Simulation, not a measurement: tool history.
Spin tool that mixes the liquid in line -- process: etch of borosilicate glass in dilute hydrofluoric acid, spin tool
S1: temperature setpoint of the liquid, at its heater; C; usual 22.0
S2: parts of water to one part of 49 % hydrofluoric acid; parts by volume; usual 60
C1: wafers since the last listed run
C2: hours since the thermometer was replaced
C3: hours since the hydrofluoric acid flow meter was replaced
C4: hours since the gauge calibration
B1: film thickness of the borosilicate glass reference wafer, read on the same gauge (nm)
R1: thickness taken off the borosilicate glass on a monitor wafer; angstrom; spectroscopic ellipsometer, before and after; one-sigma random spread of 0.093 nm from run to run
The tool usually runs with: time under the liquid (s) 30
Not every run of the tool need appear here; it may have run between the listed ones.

Run 1, hour 0.0: usual settings but time under the liquid (s) 35; C1 0; C2 483.6; C3 1456.3; C4 374.0; B1 90.03. Result: R1 174.2 angstrom.
Run 2, hour 98.3: usual settings; C1 1226; C2 581.9; C3 1554.6; C4 472.3; B1 89.95. Result: R1 148.6 angstrom.
Run 3, hour 191.6: usual settings; C1 1164; C2 675.2; C3 1647.9; C4 565.6; B1 90.01. Result: R1 146.1 angstrom.
Run 4, hour 282.6: usual settings but S2 80 parts by volume; C1 1135; C2 766.2; C3 1738.9; C4 656.6; B1 90.00. Result: R1 108.2 angstrom.
At hour 331.5: thermometer replaced.
Run 5, hour 386.4: usual settings; C1 1282; C2 54.9; C3 1842.7; C4 760.4; B1 90.01. Result: R1 156.0 angstrom.
Run 6, hour 460.1: usual settings; C1 919; C2 128.6; C3 1916.4; C4 834.1; B1 90.00. Result: R1 156.3 angstrom.
At hour 466.9: hydrofluoric acid flow meter replaced.
Run 7, hour 535.9: usual settings; C1 933; C2 204.4; C3 69.0; C4 909.9; B1 89.99. Result: R1 144.5 angstrom.
Run 8, hour 606.7: usual settings but S1 19.5 C; C1 883; C2 275.2; C3 139.8; C4 980.7; B1 89.99. Result: R1 130.2 angstrom.
Run 9, hour 651.2: usual settings but S1 19.5 C; C1 555; C2 319.7; C3 184.3; C4 1025.2; B1 90.04. Result: R1 128.3 angstrom.
Run 10, hour 723.2: usual settings; C1 898; C2 391.7; C3 256.3; C4 1097.2; B1 90.01. Result: R1 144.7 angstrom.
Run 11, hour 784.3: usual settings; C1 762; C2 452.8; C3 317.4; C4 1158.3; B1 89.99. Result: R1 142.8 angstrom.
Run 12, hour 922.1: usual settings but S1 25.0 C, S2 80 parts by volume, time under the liquid (s) 50; C1 1719; C2 590.6; C3 455.2; C4 1296.1; B1 90.01. Result: R1 198.4 angstrom.
Run 13, hour 988.6: usual settings; C1 829; C2 657.1; C3 521.7; C4 1362.6; B1 90.01. Result: R1 142.6 angstrom.
Run 14, hour 1080.6: usual settings but S1 25.5 C, S2 40 parts by volume, time under the liquid (s) 20; C1 1148; C2 749.1; C3 613.7; C4 1454.6; B1 90.00. Result: R1 168.8 angstrom.
At hour 1094.4: thermometer replaced.
Run 15, hour 1154.8: usual settings but S1 18.5 C, S2 75 parts by volume, time under the liquid (s) 15; C1 913; C2 60.4; C3 687.9; C4 1528.8; B1 89.98. Result: R1 50.7 angstrom.
Run 16, hour 1190.8: usual settings but S2 35 parts by volume, time under the liquid (s) 40; C1 449; C2 96.4; C3 723.9; C4 1564.8; B1 89.99. Result: R1 358.1 angstrom.
Run 17, hour 1284.5: usual settings; C1 1169; C2 190.1; C3 817.6; C4 1658.5; B1 89.97. Result: R1 147.4 angstrom.
Run 18, hour 1322.1: usual settings but S2 70 parts by volume; C1 469; C2 227.7; C3 855.2; C4 1696.1; B1 90.02. Result: R1 126.5 angstrom.

The next listed run, before its measurement:
Run 19, hour 1379.0: usual settings but S1 24.0 C, S2 40 parts by volume, time under the liquid (s) 40; C1 710; C2 284.6; C3 912.1; C4 1753.0; B1 ?. Result: R1 ?.

Run 19 gave B1 89.97, R1 336.7 angstrom.
Minus the tool's unlogged condition, the same run would have read R1 333.8 angstrom.

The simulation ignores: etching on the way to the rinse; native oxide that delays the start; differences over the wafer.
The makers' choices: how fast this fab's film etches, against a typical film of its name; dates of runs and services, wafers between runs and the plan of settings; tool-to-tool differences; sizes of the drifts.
